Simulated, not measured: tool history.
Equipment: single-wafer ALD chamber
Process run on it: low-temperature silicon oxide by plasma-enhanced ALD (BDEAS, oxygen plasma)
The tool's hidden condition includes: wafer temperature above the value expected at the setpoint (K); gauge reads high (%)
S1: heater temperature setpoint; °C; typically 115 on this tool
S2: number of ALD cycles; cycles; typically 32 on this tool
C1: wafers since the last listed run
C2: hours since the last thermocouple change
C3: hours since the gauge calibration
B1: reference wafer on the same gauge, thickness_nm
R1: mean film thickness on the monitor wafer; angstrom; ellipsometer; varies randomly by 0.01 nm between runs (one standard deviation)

| run | hour | S1 | S2 | C1 | C2 | C3 | B1 | R1 |
|---|---|---|---|---|---|---|---|---|
| 1 | 0 | 107 | 32 | 0 | 304.9 | 1331.3 | 3.398 | 41.64 |
| 2 | 49.7 | 115 | 32 | 581 | 354.6 | 1381 | 3.399 | 41 |
| 3 | 85.8 | 115 | 32 | 422 | 390.7 | 1417.1 | 3.401 | 40.83 |
| 4 | 146.5 | 115 | 32 | 709 | 451.4 | 1477.8 | 3.399 | 40.95 |
| 5 | 179.7 | 115 | 32 | 388 | 484.6 | 1511 | 3.401 | 40.83 |
| 6 | 222 | 115 | 32 | 494 | 526.9 | 1553.3 | 3.401 | 41.1 |
| 7 | 287 | 115 | 32 | 760 | 591.9 | 1618.3 | 3.401 | 40.97 |
| 8 | 354.6 | 115 | 32 | 790 | 659.5 | 1685.9 | 3.399 | 40.89 |
| 9 | 400.8 | 115 | 32 | 540 | 705.7 | 1732.1 | 3.401 | 41.11 |
| 10 | 443.3 | 115 | 32 | 497 | 748.2 | 1774.6 | 3.399 | 41.1 |
| 11 | 511.8 | 115 | 32 | 801 | 816.7 | 1843.1 | 3.401 | 40.7 |
| 12 | 553.7 | 111 | 35 | 490 | 858.6 | 1885 | 3.398 | 45.17 |
| 13 | 586.3 | 111 | 35 | 381 | 891.2 | 1917.6 | 3.401 | 44.87 |
| 14 | 623.6 | 109 | 30 | 436 | 928.5 | 1954.9 | 3.4 | 38.55 |
| 15 | 660.8 | 109 | 30 | 435 | 965.7 | 1992.1 | 3.398 | 38.84 |
| 16 | 723.2 | 109 | 30 | 729 | 1028.1 | 2054.5 | 3.397 | 38.45 |
|  | 745.3 | thermocouple changed; heater temperature recalibrated |
| 17 | 782.8 | 115 | 32 | 603 | 37.5 | 2114.1 | 3.401 | 41.28 |
| 18 | 808.1 | 115 | 32 | 295 | 62.8 | 2139.4 | 3.402 | 41.04 |
| 19 | 834 | 115 | 32 | 302 | 88.7 | 2165.3 | 3.402 | 41.28 |
| 20 | 866 | 115 | 32 | 374 | 120.7 | 2197.3 | 3.402 | 41.27 |
| 21 | 932.8 | 115 | 32 | 781 | 187.5 | 2264.1 | 3.401 | 40.99 |
| 22 | 982.5 | 126 | 36 | 581 | 237.2 | 2313.8 | 3.397 | 45.4 |
| 23 | 1046.8 | 102 | 26 | 752 | 301.5 | 2378.1 | 3.401 | 34.02 |
| 24 | 1109.1 | 115 | 34 | 728 | 363.8 | 2440.4 | 3.399 | 43.47 |
| 25 | 1154 | 115 | 34 | 525 | 408.7 | 2485.3 | 3.397 | 43.58 |
|  | 1232.6 | gauge calibrated |
| 26 | 1329.3 | 108 | 34 | 2050 | 584 | 96.7 | 3.4 | 43.97 |
| 27 | 1379.7 | 126 | 36 | 589 | 634.4 | 147.1 | 3.399 | 45.39 |
| 28 | 1440.4 | 115 | 32 | 709 | 695.1 | 207.8 | 3.398 | 41.05 |
| 29 | 1472.6 | 115 | 32 | 376 | 727.3 | 240 | 3.399 | 41.08 |
| 30 | 1528.8 | 115 | 32 | 657 | 783.5 | 296.2 | 3.399 | 40.86 |
| 31 | 1584.1 | 115 | 32 | 646 | 838.8 | 351.5 | 3.402 | 40.84 |
| 32 | 1619.8 | 122 | 26 | 417 | 874.5 | 387.2 | 3.398 | 32.95 |
|  | 1651.6 | thermocouple changed; heater temperature recalibrated |
| 33 | 1669.7 | 105 | 38 | 490 | 18.1 | 437.1 | 3.399 | 49.67 |
| 34 | 1703.8 | 115 | 27 | 398 | 52.2 | 471.2 | 3.403 | 34.86 |
| 35 | 1760.8 | 127 | 32 | 666 | 109.2 | 528.2 | 3.4 | 40.39 |
| 36 | 1829 | 115 | 36 | 797 | 177.4 | 596.4 | 3.401 | 46.36 |
| 37 | 1854.4 | 125 | 37 | 297 | 202.8 | 621.8 | 3.398 | 46.86 |
| 38 | 1893 | 115 | 32 | 451 | 241.4 | 660.4 | 3.399 | 41.3 |
| 39 | 1945.1 | 115 | 32 | 609 | 293.5 | 712.5 | 3.399 | 41.13 |
| 40 | 2122.6 | 127 | 38 | 2076 | 471 | 890 | 3.402 | 47.76 |
| 41 | 2151.6 | 130 | 32 | 339 | 500 | 919 | 3.399 | 40.02 |
| 42 | 2178.8 | 128 | 37 | 318 | 527.2 | 946.2 | 3.399 | 46.55 |

Hidden state, per run?
gauge reads high (%): 0 in every run
H1: wafer temperature above the value expected at the setpoint (K)
| run | H1 |
|---|---|
| 1 | 3.81 |
| 2 | 4.16 |
| 3 | 4.39 |
| 4 | 4.71 |
| 5 | 4.87 |
| 6 | 5.05 |
| 7 | 5.28 |
| 8 | 5.48 |
| 9 | 5.59 |
| 10 | 5.68 |
| 11 | 5.81 |
| 12 | 5.88 |
| 13 | 5.92 |
| 14 | 5.97 |
| 15 | 6.01 |
| 16 | 6.07 |
| 17 | 0.377 |
| 18 | 0.785 |
| 19 | 1.17 |
| 20 | 1.61 |
| 21 | 2.4 |
| 22 | 2.9 |
| 23 | 3.44 |
| 24 | 3.88 |
| 25 | 4.15 |
| 26 | 4.91 |
| 27 | 5.06 |
| 28 | 5.22 |
| 29 | 5.3 |
| 30 | 5.41 |
| 31 | 5.5 |
| 32 | 5.55 |
| 33 | -0.442 |
| 34 | 0.134 |
| 35 | 0.974 |
| 36 | 1.81 |
| 37 | 2.08 |
| 38 | 2.46 |
| 39 | 2.9 |
| 40 | 3.98 |
| 41 | 4.11 |
| 42 | 4.22 |
